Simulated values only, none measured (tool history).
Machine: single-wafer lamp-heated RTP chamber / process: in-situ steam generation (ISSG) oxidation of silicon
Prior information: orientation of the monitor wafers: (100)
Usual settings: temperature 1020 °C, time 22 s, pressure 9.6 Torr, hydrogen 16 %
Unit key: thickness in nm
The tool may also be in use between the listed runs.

run,hour,temperature,time,pressure,hydrogen,"read-back reference wafer on the same gauge, thickness",thickness
1,0,1020,22,9.6,16,6.133,6.506
2,53.2,1020,22,9.6,16,6.122,6.525
3,121.4,1020,22,9.6,16,6.126,6.544
4,157.7,1020,22,9.6,16,6.112,6.531
5,183.3,1020,22,9.6,16,6.119,6.511
6,228.1,1020,22,9.6,16,6.127,6.522
7,289,1020,22,9.6,16,6.122,6.58
8,352,1020,22,9.6,16,6.127,6.59
9,403.4,1020,22,9.6,16,6.115,6.577
10,450.1,1020,22,9.6,16,6.122,6.569
11,477.6,1020,22,9.6,16,6.129,6.575
12,516.7,1020,22,9.6,16,6.105,6.595
# hour 518.8: gauge calibrated
13,549.3,1020,22,9.6,16,6.117,6.626
14,598.9,1020,22,9.6,16,6.124,6.604
15,627.9,1020,22,10.2,21,6.118,6.994
16,658.4,1020,29,9.6,16,6.126,7.664
# hour 706.3: pyrometer window cleaned and pyrometer calibrated
# hour 712.5: hydrogen flow controller replaced
17,713,1002,22,10.2,16,6.117,5.835
18,773,1020,22,9.6,16,6.131,6.467
19,820.1,1002,31,8.8,11,6.114,6.663
20,855.1,1029,25,10.1,11,6.119,6.629
21,994.7,1020,22,9.6,16,6.116,6.472
# hour 1003.8: pressure gauge zeroed
22,1062.7,1039,27,9.1,11,6.119,7.465
23,1099.9,1020,22,9.6,16,6.121,6.524
24,1164.7,1020,22,9.6,16,6.116,6.527
25,1225.4,1010,17,10.2,16,6.12,5.424
26,1274.6,1020,22,9.6,16,6.119,6.568
27,1303,1011,15,10.2,22,6.115,5.516
28,1349.6,1020,22,9.6,16,6.116,6.555

The next listed run, before its measurement:
29,1400.8,1008,28,8.5,23,?,?

Run 29 produced read-back reference wafer on the same gauge, thickness 6.112, thickness 7.667 nm.
With no hidden state in the tool, this same run would have given thickness 7.519 nm.

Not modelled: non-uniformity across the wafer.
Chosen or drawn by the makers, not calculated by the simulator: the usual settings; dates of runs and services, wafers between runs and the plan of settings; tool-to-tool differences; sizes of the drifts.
